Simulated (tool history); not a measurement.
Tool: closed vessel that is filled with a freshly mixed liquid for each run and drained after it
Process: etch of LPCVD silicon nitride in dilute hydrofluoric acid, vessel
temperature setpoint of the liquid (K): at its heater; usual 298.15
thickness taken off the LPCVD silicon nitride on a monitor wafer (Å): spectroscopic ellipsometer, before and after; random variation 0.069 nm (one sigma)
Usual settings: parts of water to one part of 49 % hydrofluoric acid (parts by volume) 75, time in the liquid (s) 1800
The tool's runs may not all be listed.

run,hour,temperature setpoint of the liquid (K),parts of water to one part of 49 % hydrofluoric acid (parts by volume),time in the liquid (s),wafers since the last listed run,hours since the thermometer was replaced,hours since the hydrofluoric acid flow meter was replaced,hours since the gauge calibration,"read-back film thickness of the LPCVD silicon nitride reference wafer, read on the same gauge (nm)",thickness taken off the LPCVD silicon nitride on a monitor wafer (Å)
1,0.0,298.15,75,1800,0,1233.1,1711.7,81.9,89.96,137.8
2,11.1,298.15,75,1800,256,1244.2,1722.8,93.0,90.03,139.4
3,27.4,298.15,90,1800,376,1260.5,1739.1,109.3,90.00,115.9
4,34.3,298.15,90,1800,159,1267.4,1746.0,116.2,90.05,115.5
5,44.3,298.15,90,1800,231,1277.4,1756.0,126.2,90.00,116.3
6,57.7,298.15,60,1800,309,1290.8,1769.4,139.6,90.01,174.5
7,73.1,298.15,60,1800,355,1306.2,1784.8,155.0,89.99,174.3
8,79.2,295.65,75,1800,140,1312.3,1790.9,161.1,90.03,117.5
9,95.4,295.65,75,1800,374,1328.5,1807.1,177.3,89.98,118.6
# hour 99.0: thermometer replaced
10,104.2,298.15,75,2660,180,5.2,1815.9,186.1,90.01,225.0
11,113.9,296.65,90,2105,224,14.9,1825.6,195.8,90.06,134.7
# hour 121.0: gauge calibrated
12,127.0,298.15,75,1800,302,28.0,1838.7,6.0,90.03,151.5
13,137.3,303.15,90,1800,237,38.3,1849.0,16.3,90.06,172.7
# hour 139.0: thermometer replaced, repeated, since the last time left the tool worse
14,147.4,298.15,40,1800,210,8.4,1859.1,26.4,90.03,231.8
15,161.5,302.65,90,1800,325,22.5,1873.2,40.5,89.96,138.4
16,179.4,295.65,95,1125,413,40.4,1891.1,58.4,90.01,51.7
# hour 181.6: hydrofluoric acid flow meter replaced
17,195.3,301.65,110,2490,344,56.3,13.7,74.3,90.01,147.1
18,206.2,298.15,45,1095,251,67.2,24.6,85.2,90.02,126.0
19,240.5,298.15,75,1035,792,101.5,58.9,119.5,90.03,72.2
20,249.1,298.15,75,1185,198,110.1,67.5,128.1,89.98,81.9
21,260.6,296.65,90,2105,265,121.6,79.0,139.6,89.99,110.3

The tool's hidden state at each run:
hydrofluoric acid flow below the setpoint (%): 0 in every run
gauge reads high (%): 0 in every run
H1: liquid hotter than its thermometer reads (K)
run,H1
1,1.79
2,1.8
3,1.83
4,1.84
5,1.85
6,1.87
7,1.89
8,1.9
9,1.92
10,3.2
11,3.21
12,3.23
13,3.25
14,0.166
15,0.186
16,0.212
17,0.235
18,0.251
19,0.3
20,0.312
21,0.329
